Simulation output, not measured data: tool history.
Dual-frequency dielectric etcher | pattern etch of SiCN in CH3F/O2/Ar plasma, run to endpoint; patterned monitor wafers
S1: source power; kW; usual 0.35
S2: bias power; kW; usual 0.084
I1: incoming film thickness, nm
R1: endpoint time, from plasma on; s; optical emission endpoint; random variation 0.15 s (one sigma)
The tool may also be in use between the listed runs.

| run | hour | S1 | S2 | I1 | R1 |
|---|---|---|---|---|---|
| 1 | 0 | 0.37 | 0.084 | 10.8 | 27.7 |
| 2 | 16.9 | 0.37 | 0.084 | 10.84 | 27.5 |
| 3 | 25.1 | 0.37 | 0.084 | 10.86 | 28.1 |
| 4 | 33.3 | 0.41 | 0.077 | 10.85 | 27 |
| 5 | 41.6 | 0.35 | 0.084 | 10.75 | 28.3 |
| 6 | 47.9 | 0.35 | 0.084 | 10.88 | 28.6 |
| 7 | 64.9 | 0.35 | 0.084 | 10.73 | 28.3 |
| 8 | 76.3 | 0.41 | 0.074 | 10.78 | 27.1 |
| 9 | 82.9 | 0.41 | 0.074 | 10.89 | 27.8 |
| 10 | 89.4 | 0.39 | 0.069 | 10.88 | 29 |
| 11 | 105.5 | 0.35 | 0.084 | 10.88 | 29.2 |
| 12 | 116.9 | 0.35 | 0.084 | 10.77 | 28.7 |
| 13 | 124 | 0.39 | 0.084 | 10.79 | 27.3 |
|  | 131.1 | source power generator calibrated |
| 14 | 135.8 | 0.39 | 0.084 | 10.82 | 27.1 |
| 15 | 150.7 | 0.39 | 0.084 | 10.72 | 27 |
| 16 | 162.8 | 0.35 | 0.084 | 10.72 | 28.5 |
|  | 198 | wet clean of the chamber |
| 17 | 198.5 | 0.35 | 0.101 | 10.81 | 26.5 |
| 18 | 198.9 | 0.35 | 0.084 | 10.74 | 27.6 |
| 19 | 199.2 | 0.27 | 0.074 | 10.79 | 33.3 |
|  | 213.1 | bias power generator calibrated |
| 20 | 213.6 | 0.4 | 0.103 | 10.84 | 24.7 |
| 21 | 224.2 | 0.35 | 0.084 | 10.73 | 27.6 |
| 22 | 233.4 | 0.35 | 0.084 | 10.87 | 28.2 |
| 23 | 243.4 | 0.35 | 0.07 | 10.79 | 29.3 |
| 24 | 260.4 | 0.29 | 0.073 | 10.77 | 32.6 |
|  | 291.5 | upper electrode replaced |
| 25 | 292 | 0.43 | 0.084 | 10.81 | 25.3 |
| 26 | 292.3 | 0.4 | 0.067 | 10.88 | 27.8 |
| 27 | 305.1 | 0.35 | 0.084 | 10.74 | 28.2 |
| 28 | 322.3 | 0.28 | 0.069 | 10.76 | 33.7 |
| 29 | 338.6 | 0.35 | 0.084 | 10.75 | 28.4 |
| 30 | 346.7 | 0.35 | 0.084 | 10.75 | 28 |
| 31 | 359.4 | 0.4 | 0.102 | 10.78 | 24.9 |
| 32 | 366.2 | 0.35 | 0.084 | 10.72 | 28.3 |

4 ways to go on from here, each from the tool as it stands after run 32. What would each give?
| A | 366.6 | 0.26 | 0.084 | 10.72 | ? |
| B | 366.6 | 0.29 | 0.103 | 10.72 | ? |
| C | 366.6 | 0.35 | 0.091 | 10.72 | ? |
| D | 366.6 | 0.39 | 0.096 | 10.72 | ? |

| run | R1 |
|---|---|
| A | 33.9 |
| B | 29.8 |
| C | 27.7 |
| D | 25.8 |
Without the tool's hidden state the same runs would have given:
| run | R1 |
|---|---|
| A | 33.3 |
| B | 29.2 |
| C | 27.2 |
| D | 25.3 |

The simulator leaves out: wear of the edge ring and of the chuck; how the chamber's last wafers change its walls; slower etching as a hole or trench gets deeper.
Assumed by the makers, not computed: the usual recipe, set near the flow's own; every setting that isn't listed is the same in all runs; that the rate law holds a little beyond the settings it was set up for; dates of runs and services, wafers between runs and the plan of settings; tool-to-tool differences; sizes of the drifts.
